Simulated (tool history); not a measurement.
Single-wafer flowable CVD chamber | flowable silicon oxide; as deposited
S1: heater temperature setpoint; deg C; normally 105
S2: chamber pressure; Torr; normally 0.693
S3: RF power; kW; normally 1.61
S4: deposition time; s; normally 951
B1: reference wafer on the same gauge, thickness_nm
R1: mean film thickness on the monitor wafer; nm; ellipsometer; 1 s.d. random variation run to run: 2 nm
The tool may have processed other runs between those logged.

| run | day | S1 | S2 | S3 | S4 | B1 | R1 |
|---|---|---|---|---|---|---|---|
| 1 | 0 | 105 | 0.693 | 1.61 | 951 | 311.325 | 329.796 |
| 2 | 3.454 | 105 | 0.693 | 1.61 | 951 | 310.754 | 332.404 |
| 3 | 4.133 | 111 | 0.806 | 1.61 | 951 | 311.481 | 307.865 |
| 4 | 5.267 | 111 | 0.806 | 1.61 | 951 | 311.313 | 306.212 |
| 5 | 6.75 | 111 | 0.806 | 1.61 | 951 | 311.395 | 307.269 |
| 6 | 10.258 | 105 | 0.693 | 1.61 | 951 | 310.753 | 330.632 |
| 7 | 11.312 | 105 | 0.693 | 1.61 | 951 | 311.013 | 328.775 |
|  | 11.883 | capacitance manometer re-zeroed and calibrated |
| 8 | 11.904 | 105 | 0.693 | 1.61 | 951 | 311.012 | 331.888 |
| 9 | 12.567 | 105 | 0.693 | 1.61 | 951 | 310.836 | 326.53 |
|  | 13.246 | gauge calibrated |
| 10 | 13.338 | 105 | 0.693 | 1.61 | 951 | 311.119 | 324.897 |
| 11 | 14.675 | 105 | 0.575 | 1.515 | 951 | 311.213 | 271.023 |
|  | 15.188 | RF generator calibrated |
|  | 15.529 | thermocouple changed; heater temperature recalibrated |
| 12 | 15.55 | 105 | 0.575 | 1.515 | 951 | 310.643 | 265.609 |
| 13 | 15.912 | 100 | 0.623 | 1.89 | 1051 | 310.858 | 394.521 |
| 14 | 16.458 | 117 | 0.54 | 1.77 | 1118 | 310.661 | 195.613 |
| 15 | 17.321 | 97 | 0.841 | 1.61 | 1099 | 310.733 | 612.173 |
|  | 19.271 | showerhead replaced |
| 16 | 21.246 | 105 | 0.575 | 1.515 | 951 | 311.096 | 265.091 |
|  | 23.938 | thermocouple changed; heater temperature recalibrated, repeated, since the last time left the tool worse |
| 17 | 24.375 | 99 | 0.693 | 1.785 | 827 | 311.013 | 375.531 |
| 18 | 25.196 | 105 | 0.818 | 1.81 | 863 | 310.845 | 371.953 |
| 19 | 26.617 | 91 | 0.693 | 1.74 | 766 | 310.984 | 469.57 |
| 20 | 27.458 | 105 | 0.693 | 1.855 | 863 | 311.059 | 311.298 |
| 21 | 28.45 | 105 | 0.744 | 1.715 | 866 | 310.813 | 333.435 |
| 22 | 29.338 | 119 | 0.83 | 1.705 | 804 | 311.511 | 211.944 |
| 23 | 30.108 | 105 | 0.577 | 1.44 | 951 | 311.052 | 278.731 |
| 24 | 30.75 | 105 | 0.693 | 1.61 | 951 | 310.985 | 339.17 |

Predict the results of run 25:
| 25 | 31.517 | 105 | 0.693 | 1.61 | 951 | ? | ? |

B1: 310.598
R1: 340.872 nm
With no hidden state in the tool, this same run would have given R1 339.678 nm.

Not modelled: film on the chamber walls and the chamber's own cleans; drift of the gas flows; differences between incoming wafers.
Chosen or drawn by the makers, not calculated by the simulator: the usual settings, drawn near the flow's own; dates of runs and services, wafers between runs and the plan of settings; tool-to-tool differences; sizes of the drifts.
